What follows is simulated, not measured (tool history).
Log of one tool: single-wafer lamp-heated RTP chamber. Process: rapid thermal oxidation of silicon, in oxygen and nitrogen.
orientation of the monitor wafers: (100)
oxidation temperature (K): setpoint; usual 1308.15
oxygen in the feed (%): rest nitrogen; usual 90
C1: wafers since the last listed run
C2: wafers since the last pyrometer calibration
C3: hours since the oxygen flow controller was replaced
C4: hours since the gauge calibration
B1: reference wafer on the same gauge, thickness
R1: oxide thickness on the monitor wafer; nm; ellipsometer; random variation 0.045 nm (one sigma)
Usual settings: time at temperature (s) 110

Run 1, day 0: usual settings but time at temperature (s) 70, oxygen in the feed (%) 67; C1 0; C2 5139; C3 2823.4; C4 267.8; B1 10.23. Result: R1 7.116 nm.
Run 2, day 1.462: usual settings but time at temperature (s) 70, oxygen in the feed (%) 67; C1 299; C2 5438; C3 2858.5; C4 302.9; B1 10.224. Result: R1 7.159 nm.
Run 3, day 2.442: usual settings; C1 200; C2 5638; C3 2882; C4 326.4; B1 10.236. Result: R1 9.709 nm.
Run 4, day 3.475: usual settings; C1 211; C2 5849; C3 2906.8; C4 351.2; B1 10.232. Result: R1 9.782 nm.
Run 5, day 4.088: usual settings but oxygen in the feed (%) 98; C1 125; C2 5975; C3 2921.5; C4 365.9; B1 10.23. Result: R1 10.067 nm.
Run 6, day 4.692: usual settings but oxygen in the feed (%) 98; C1 123; C2 6098; C3 2936; C4 380.4; B1 10.242. Result: R1 10.034 nm.
Run 7, day 5.712: usual settings but time at temperature (s) 85; C1 208; C2 6307; C3 2960.5; C4 404.9; B1 10.227. Result: R1 8.723 nm.
Run 8, day 6.504: usual settings but oxidation temperature (K) 1315.15; C1 161; C2 6469; C3 2979.5; C4 423.9; B1 10.229. Result: R1 10.254 nm.
Run 9, day 7.85: usual settings but oxidation temperature (K) 1315.15; C1 275; C2 6744; C3 3011.8; C4 456.2; B1 10.224. Result: R1 10.267 nm.
Run 10, day 8.925: usual settings but oxidation temperature (K) 1315.15; C1 219; C2 6964; C3 3037.6; C4 482; B1 10.235. Result: R1 10.361 nm.
At day 10.179: gauge calibrated.
Run 11, day 10.246: usual settings but oxidation temperature (K) 1338.15; C1 270; C2 7234; C3 3069.3; C4 1.6; B1 10.229. Result: R1 12.102 nm.
Run 12, day 10.821: usual settings but oxygen in the feed (%) 98; C1 117; C2 7351; C3 3083.1; C4 15.4; B1 10.235. Result: R1 10.256 nm.
At day 11.396: oxygen flow controller replaced.
Run 13, day 12.079: usual settings but oxidation temperature (K) 1328.15, time at temperature (s) 93, oxygen in the feed (%) 98; C1 189; C2 7540; C3 16.4; C4 45.6; B1 10.232. Result: R1 10.907 nm.
Run 14, day 12.858: usual settings but oxidation temperature (K) 1330.15, time at temperature (s) 88, oxygen in the feed (%) 98; C1 159; C2 7700; C3 35.1; C4 64.3; B1 10.231. Result: R1 10.688 nm.
Run 15, day 14.138: usual settings; C1 261; C2 7961; C3 65.8; C4 95; B1 10.226. Result: R1 9.917 nm.
Run 16, day 14.892: usual settings but time at temperature (s) 136, oxygen in the feed (%) 98; C1 154; C2 8115; C3 83.9; C4 113.1; B1 10.223. Result: R1 11.312 nm.
At day 15.458: pyrometer window cleaned and pyrometer calibrated.
Run 17, day 15.708: usual settings but oxidation temperature (K) 1319.15, time at temperature (s) 145, oxygen in the feed (%) 98; C1 98; C2 50; C3 103.5; C4 132.7; B1 10.241. Result: R1 11.756 nm.
Run 18, day 16.896: usual settings but oxidation temperature (K) 1335.15, time at temperature (s) 63; C1 242; C2 293; C3 132; C4 161.2; B1 10.236. Result: R1 8.674 nm.
Run 19, day 17.654: usual settings; C1 155; C2 448; C3 150.2; C4 179.4; B1 10.24. Result: R1 9.256 nm.
Run 20, day 18.692: usual settings but oxidation temperature (K) 1315.15; C1 212; C2 660; C3 175.1; C4 204.3; B1 10.217. Result: R1 9.758 nm.
Run 21, day 19.621: usual settings but oxidation temperature (K) 1300.15, time at temperature (s) 142, oxygen in the feed (%) 70; C1 189; C2 850; C3 197.4; C4 226.6; B1 10.227. Result: R1 9.115 nm.

What the log doesn't show, run by run:
deviation of the oxygen flow from its setpoint, %: 0 in every run
gauge reads high (%): 0 in every run
H1: true wafer temperature minus pyrometer reading, K
run     H1
  1   6.98
  2   7.35
  3   7.59
  4   7.85
  5   8.01
  6   8.16
  7   8.42
  8   8.62
  9   8.96
 10   9.23
 11   9.56
 12    9.7
 13     10
 14   10.2
 15   10.5
 16   10.7
 17  0.377
 18  0.676
 19  0.867
 20   1.13
 21   1.36

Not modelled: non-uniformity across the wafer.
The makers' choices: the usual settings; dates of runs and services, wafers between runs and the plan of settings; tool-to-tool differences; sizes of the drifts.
